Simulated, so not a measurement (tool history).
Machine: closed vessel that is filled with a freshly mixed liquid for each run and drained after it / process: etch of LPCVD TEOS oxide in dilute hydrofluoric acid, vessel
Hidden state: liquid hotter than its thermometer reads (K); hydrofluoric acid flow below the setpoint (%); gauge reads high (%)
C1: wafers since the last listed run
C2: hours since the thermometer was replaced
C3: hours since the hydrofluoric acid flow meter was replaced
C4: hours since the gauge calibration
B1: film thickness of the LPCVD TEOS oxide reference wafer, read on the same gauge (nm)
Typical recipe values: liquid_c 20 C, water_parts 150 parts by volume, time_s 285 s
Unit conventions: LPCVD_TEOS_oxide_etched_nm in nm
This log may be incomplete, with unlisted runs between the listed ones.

Run 1, day 0: usual settings but liquid_c 23 C; C1 0; C2 717; C3 1080.7; C4 562.3; B1 60. Result: LPCVD_TEOS_oxide_etched_nm 45.45 nm.
Run 2, day 4.375: usual settings but time_s 390 s; C1 12027; C2 822; C3 1185.7; C4 667.3; B1 59.98. Result: LPCVD_TEOS_oxide_etched_nm 55.8 nm.
Run 3, day 6.275: usual settings; C1 5223; C2 867.6; C3 1231.3; C4 712.9; B1 59.97. Result: LPCVD_TEOS_oxide_etched_nm 41.13 nm.
Run 4, day 9.221: usual settings; C1 8098; C2 938.3; C3 1302; C4 783.6; B1 60.04. Result: LPCVD_TEOS_oxide_etched_nm 41.21 nm.
Run 5, day 11.033: usual settings but liquid_c 21.5 C; C1 4982; C2 981.8; C3 1345.5; C4 827.1; B1 60.02. Result: LPCVD_TEOS_oxide_etched_nm 43.52 nm.
Run 6, day 13.442: usual settings; C1 6621; C2 1039.6; C3 1403.3; C4 884.9; B1 59.98. Result: LPCVD_TEOS_oxide_etched_nm 41.24 nm.
Run 7, day 16.104: usual settings; C1 7319; C2 1103.5; C3 1467.2; C4 948.8; B1 59.97. Result: LPCVD_TEOS_oxide_etched_nm 41.19 nm.
Run 8, day 18.625: usual settings but water_parts 200 parts by volume; C1 6930; C2 1164; C3 1527.7; C4 1009.3; B1 59.99. Result: LPCVD_TEOS_oxide_etched_nm 29.6 nm.
Run 9, day 20.571: usual settings but water_parts 130 parts by volume; C1 5349; C2 1210.7; C3 1574.4; C4 1056; B1 60.03. Result: LPCVD_TEOS_oxide_etched_nm 48.75 nm.
Run 10, day 22.112: usual settings but water_parts 130 parts by volume; C1 4238; C2 1247.7; C3 1611.4; C4 1093; B1 60.01. Result: LPCVD_TEOS_oxide_etched_nm 49.06 nm.
Run 11, day 24.238: usual settings but water_parts 130 parts by volume; C1 5842; C2 1298.7; C3 1662.4; C4 1144; B1 60.01. Result: LPCVD_TEOS_oxide_etched_nm 49.39 nm.
Run 12, day 26.825: usual settings; C1 7113; C2 1360.8; C3 1724.5; C4 1206.1; B1 59.97. Result: LPCVD_TEOS_oxide_etched_nm 42 nm.
At day 27.983: gauge calibrated.
Run 13, day 28.362: usual settings; C1 4226; C2 1397.7; C3 1761.4; C4 9.1; B1 60.07. Result: LPCVD_TEOS_oxide_etched_nm 41.49 nm.
Run 14, day 29.779: usual settings; C1 3894; C2 1431.7; C3 1795.4; C4 43.1; B1 59.99. Result: LPCVD_TEOS_oxide_etched_nm 41.93 nm.
Run 15, day 30.971: usual settings but liquid_c 22.5 C, water_parts 200 parts by volume, time_s 330 s; C1 3276; C2 1460.3; C3 1824; C4 71.7; B1 60.01. Result: LPCVD_TEOS_oxide_etched_nm 37.84 nm.
Run 16, day 32.838: usual settings but liquid_c 21.5 C; C1 5131; C2 1505.1; C3 1868.8; C4 116.5; B1 60.02. Result: LPCVD_TEOS_oxide_etched_nm 44.19 nm.
Run 17, day 34.05: usual settings but time_s 145 s; C1 3333; C2 1534.2; C3 1897.9; C4 145.6; B1 59.99. Result: LPCVD_TEOS_oxide_etched_nm 21.48 nm.

Run 18 is up next; what results do you expect?
At day 34.754: thermometer replaced.
Run 18, day 36.625: usual settings but liquid_c 22 C; C1 6964; C2 44.9; C3 1959.7; C4 207.4; B1 ?. Result: LPCVD_TEOS_oxide_etched_nm ?.

B1: 60
LPCVD_TEOS_oxide_etched_nm: 41.34 nm
If the tool had no hidden condition, the same run with the same run-to-run variation would have returned LPCVD_TEOS_oxide_etched_nm 43.38 nm.

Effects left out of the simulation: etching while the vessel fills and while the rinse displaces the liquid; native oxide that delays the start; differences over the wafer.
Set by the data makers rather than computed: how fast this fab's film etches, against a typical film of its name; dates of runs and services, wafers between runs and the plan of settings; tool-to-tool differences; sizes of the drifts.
